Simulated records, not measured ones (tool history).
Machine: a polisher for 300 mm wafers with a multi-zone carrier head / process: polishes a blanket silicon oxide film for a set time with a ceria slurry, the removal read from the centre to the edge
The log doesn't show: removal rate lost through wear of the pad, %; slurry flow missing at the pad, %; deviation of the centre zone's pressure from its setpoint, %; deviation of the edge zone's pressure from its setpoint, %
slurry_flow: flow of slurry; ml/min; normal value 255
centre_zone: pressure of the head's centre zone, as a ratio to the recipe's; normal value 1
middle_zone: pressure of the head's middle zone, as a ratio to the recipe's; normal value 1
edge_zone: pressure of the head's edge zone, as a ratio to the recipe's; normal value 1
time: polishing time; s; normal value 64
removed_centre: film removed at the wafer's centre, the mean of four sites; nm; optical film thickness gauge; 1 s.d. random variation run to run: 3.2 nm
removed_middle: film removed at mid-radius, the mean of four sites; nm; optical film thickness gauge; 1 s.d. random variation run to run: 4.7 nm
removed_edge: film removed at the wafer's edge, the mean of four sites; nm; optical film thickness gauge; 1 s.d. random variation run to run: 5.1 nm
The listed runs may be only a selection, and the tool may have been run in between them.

| run | day | slurry_flow | centre_zone | middle_zone | edge_zone | time | wafers since the last listed run | wafers polished on this pad | hours since the slurry nozzle was cleaned | hours since the centre zone pressure was calibrated | hours since the edge zone pressure was calibrated | hours since the carrier head's membrane was replaced | incoming thickness of the incoming film, nm | removed_centre | removed_middle | removed_edge |
|---|---|---|---|---|---|---|---|---|---|---|---|---|---|---|---|---|
| 1 | 0 | 255 | 1 | 1 | 1 | 64 | 0 | 272 | 400.2 | 354.5 | 559.3 | 33.3 | 1556.7 | 339.9 | 347.7 | 359.3 |
| 2 | 0.412 | 255 | 1 | 1 | 1 | 64 | 147 | 419 | 410.1 | 364.4 | 569.2 | 43.2 | 1564 | 339.2 | 356.4 | 362.2 |
| 3 | 1.112 | 255 | 1 | 1.07 | 1 | 64 | 249 | 669 | 426.9 | 381.2 | 586 | 60 | 1574.2 | 331.7 | 376.4 | 350.5 |
|  | 1.396 | slurry nozzle cleaned |
| 4 | 1.738 | 255 | 1 | 1 | 1 | 64 | 208 | 878 | 8.2 | 396.2 | 601 | 75 | 1578.9 | 369.6 | 373.2 | 378.5 |
| 5 | 2.025 | 215 | 1 | 1 | 1 | 64 | 102 | 980 | 15.1 | 403.1 | 607.9 | 81.9 | 1555 | 354 | 368.3 | 374.4 |
| 6 | 2.304 | 255 | 1.05 | 1 | 1.07 | 64 | 99 | 1080 | 21.8 | 409.8 | 614.6 | 88.6 | 1531.1 | 376.5 | 380.9 | 376.6 |
|  | 2.5 | worn pad replaced by a new one |
| 7 | 2.567 | 255 | 1 | 1 | 1 | 64 | 34 | 23 | 28.1 | 416.1 | 620.9 | 94.9 | 1556.9 | 363.5 | 371.6 | 371.2 |
|  | 2.688 | centre zone pressure recalibrated |
| 8 | 3.071 | 255 | 0.97 | 0.89 | 1 | 64 | 150 | 173 | 40.2 | 9.2 | 633 | 107 | 1546.9 | 344.1 | 339 | 373.7 |
| 9 | 3.729 | 170 | 1 | 1 | 1 | 58 | 235 | 408 | 56 | 25 | 648.8 | 122.8 | 1557.6 | 313.7 | 319.1 | 328.1 |
| 10 | 4.383 | 255 | 1 | 1 | 1 | 64 | 233 | 642 | 71.7 | 40.7 | 664.5 | 138.5 | 1559.3 | 358.2 | 373 | 364.7 |
| 11 | 4.888 | 185 | 1.08 | 1 | 1.07 | 64 | 180 | 822 | 83.8 | 52.8 | 676.6 | 150.6 | 1563.8 | 371.5 | 354.2 | 371.6 |
| 12 | 5.15 | 255 | 1 | 1 | 1 | 64 | 93 | 915 | 90.1 | 59.1 | 682.9 | 156.9 | 1533 | 355.9 | 369.9 | 377 |
|  | 5.312 | edge zone pressure recalibrated |
| 13 | 5.5 | 255 | 1 | 1 | 1 | 64 | 95 | 1011 | 98.5 | 67.5 | 4.5 | 165.3 | 1527.4 | 363.3 | 362.5 | 367.5 |
|  | 6.029 | worn pad replaced by a new one |
| 14 | 6.05 | 330 | 1 | 1.03 | 1 | 64 | 136 | 7 | 111.7 | 80.7 | 17.7 | 178.5 | 1561 | 370.8 | 382.9 | 389.1 |
| 15 | 6.217 | 255 | 1 | 0.93 | 1 | 57 | 59 | 66 | 115.7 | 84.7 | 21.7 | 182.5 | 1532.6 | 320.7 | 316.2 | 334.3 |
| 16 | 6.467 | 280 | 1 | 1 | 0.95 | 64 | 89 | 155 | 121.7 | 90.7 | 27.7 | 188.5 | 1557.5 | 363 | 373.1 | 358.1 |
| 17 | 6.892 | 170 | 1.06 | 1.08 | 0.95 | 64 | 151 | 307 | 131.9 | 100.9 | 37.9 | 198.7 | 1561.5 | 359.3 | 366.8 | 348.2 |
| 18 | 7.162 | 255 | 0.89 | 1 | 1 | 84 | 96 | 404 | 138.4 | 107.4 | 44.4 | 205.2 | 1539.9 | 423.5 | 472.8 | 487.5 |
| 19 | 7.525 | 255 | 1 | 1 | 0.92 | 64 | 129 | 533 | 147.1 | 116.1 | 53.1 | 213.9 | 1572 | 355 | 361.8 | 346.4 |
| 20 | 7.875 | 255 | 1.11 | 1 | 1 | 43 | 124 | 658 | 155.5 | 124.5 | 61.5 | 222.3 | 1540.5 | 264.9 | 246.8 | 251.7 |
| 21 | 8.242 | 300 | 1 | 1 | 1.04 | 64 | 130 | 789 | 164.3 | 133.3 | 70.3 | 231.1 | 1541.4 | 361.8 | 372.1 | 385.1 |
| 22 | 8.546 | 255 | 1 | 1 | 0.95 | 56 | 108 | 898 | 171.6 | 140.6 | 77.6 | 238.4 | 1581 | 314.2 | 310.4 | 312 |

Below are 4 alternative next runs, each starting from the tool's condition after run 22. Predict each:
| A | 8.562 | 210 | 1 | 1 | 1 | 64 | 5 | 904 | 172 | 141 | 78 | 238.8 | 1548.7 | ? | ? | ? |
| B | 8.562 | 255 | 1 | 1 | 1.06 | 64 | 5 | 904 | 172 | 141 | 78 | 238.8 | 1548.7 | ? | ? | ? |
| C | 8.562 | 255 | 0.93 | 1 | 1 | 48 | 5 | 904 | 172 | 141 | 78 | 238.8 | 1548.7 | ? | ? | ? |
| D | 8.562 | 255 | 1 | 1 | 1 | 58 | 5 | 904 | 172 | 141 | 78 | 238.8 | 1548.7 | ? | ? | ? |

| run | removed_centre | removed_middle | removed_edge |
|---|---|---|---|
| A | 345.1 | 347.4 | 354.6 |
| B | 354.8 | 356.2 | 371.7 |
| C | 248 | 267.3 | 270.9 |
| D | 321.6 | 322.8 | 327.4 |
Take away the tool's hidden state, keep each run's random variation, and the runs would have read:
| run | removed_centre | removed_middle | removed_edge |
|---|---|---|---|
| A | 354.1 | 355.6 | 360.8 |
| B | 362.6 | 363.3 | 377.2 |
| C | 253.4 | 272.6 | 275 |
| D | 328.6 | 329.2 | 332.3 |

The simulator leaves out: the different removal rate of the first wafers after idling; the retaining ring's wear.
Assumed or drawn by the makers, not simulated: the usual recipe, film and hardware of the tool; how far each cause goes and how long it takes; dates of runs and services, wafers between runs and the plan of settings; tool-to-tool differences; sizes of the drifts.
